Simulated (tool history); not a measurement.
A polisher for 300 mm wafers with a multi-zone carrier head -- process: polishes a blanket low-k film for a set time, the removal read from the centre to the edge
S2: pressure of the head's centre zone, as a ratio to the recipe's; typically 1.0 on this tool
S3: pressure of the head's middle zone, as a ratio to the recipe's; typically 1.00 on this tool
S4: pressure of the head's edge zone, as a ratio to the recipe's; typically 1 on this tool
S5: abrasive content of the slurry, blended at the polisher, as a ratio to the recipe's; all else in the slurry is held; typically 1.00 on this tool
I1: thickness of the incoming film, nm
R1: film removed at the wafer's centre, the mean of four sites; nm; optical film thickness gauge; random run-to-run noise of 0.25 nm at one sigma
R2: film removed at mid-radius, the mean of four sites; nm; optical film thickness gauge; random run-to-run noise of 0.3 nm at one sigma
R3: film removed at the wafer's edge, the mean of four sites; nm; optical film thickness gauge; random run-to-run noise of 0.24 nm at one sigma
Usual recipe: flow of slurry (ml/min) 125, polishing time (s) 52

run 1 hour=0.0 | flow_of_slurry_(ml/min)=125 S2=1.0 S3=1.00 S4=1 S5=1.00 polishing_time_(s)=52 | I1=547.8 | R1=23.1 R2=23.0 R3=24.4
run 2 hour=29.3 | flow_of_slurry_(ml/min)=125 S2=1.0 S3=1.00 S4=1 S5=0.90 polishing_time_(s)=52 | I1=555.0 | R1=21.9 R2=21.9 R3=22.8
run 3 hour=95.8 | flow_of_slurry_(ml/min)=125 S2=1.0 S3=1.00 S4=1 S5=0.90 polishing_time_(s)=52 | I1=547.1 | R1=21.8 R2=22.1 R3=22.7
-- hour=112.7 worn pad replaced by a new one
run 4 hour=150.9 | flow_of_slurry_(ml/min)=125 S2=1.0 S3=1.00 S4=1 S5=0.90 polishing_time_(s)=52 | I1=550.1 | R1=21.5 R2=21.4 R3=23.1
-- hour=289.2 worn pad replaced by a new one
-- hour=316.3 centre zone pressure recalibrated
run 5 hour=338.3 | flow_of_slurry_(ml/min)=125 S2=1.0 S3=0.97 S4=1 S5=1.00 polishing_time_(s)=52 | I1=544.9 | R1=22.6 R2=21.7 R3=23.3
-- hour=341.3 edge zone pressure recalibrated
run 6 hour=369.7 | flow_of_slurry_(ml/min)=125 S2=1.0 S3=0.97 S4=1 S5=1.00 polishing_time_(s)=52 | I1=543.2 | R1=22.8 R2=21.7 R3=24.1
run 7 hour=431.6 | flow_of_slurry_(ml/min)=125 S2=1.0 S3=0.97 S4=1 S5=1.00 polishing_time_(s)=52 | I1=539.2 | R1=22.7 R2=22.0 R3=23.9
-- hour=458.6 worn pad replaced by a new one
run 8 hour=474.0 | flow_of_slurry_(ml/min)=125 S2=1.0 S3=1.00 S4=1 S5=1.00 polishing_time_(s)=52 | I1=551.2 | R1=22.5 R2=22.0 R3=22.9
run 9 hour=517.4 | flow_of_slurry_(ml/min)=125 S2=1.0 S3=1.12 S4=1 S5=1.00 polishing_time_(s)=60 | I1=542.1 | R1=25.8 R2=28.3 R3=27.1
run 10 hour=560.3 | flow_of_slurry_(ml/min)=125 S2=1.0 S3=1.00 S4=1 S5=1.00 polishing_time_(s)=52 | I1=555.2 | R1=22.1 R2=21.9 R3=23.5
-- hour=577.7 slurry nozzle cleaned
-- hour=603.9 carrier head's membrane replaced by a new one
run 11 hour=604.4 | flow_of_slurry_(ml/min)=90 S2=0.9 S3=1.00 S4=1 S5=1.00 polishing_time_(s)=52 | I1=551.0 | R1=15.0 R2=17.3 R3=20.7
-- hour=650.6 worn pad replaced by a new one
run 12 hour=664.6 | flow_of_slurry_(ml/min)=145 S2=1.0 S3=1.00 S4=1 S5=0.75 polishing_time_(s)=37 | I1=555.8 | R1=12.9 R2=13.1 R3=13.9

Run 13 is up next; what results do you expect?
run 13 hour=693.3 | flow_of_slurry_(ml/min)=125 S2=1.0 S3=1.00 S4=1 S5=1.10 polishing_time_(s)=52 | I1=552.1 | R1=? R2=? R3=?

{"run 13": {"R1": 19.4, "R2": 19.8, "R3": 22.5}}
With no hidden state in the tool, this same run would have given R1 25.3 nm, R2 24.8 nm, R3 26.0 nm.
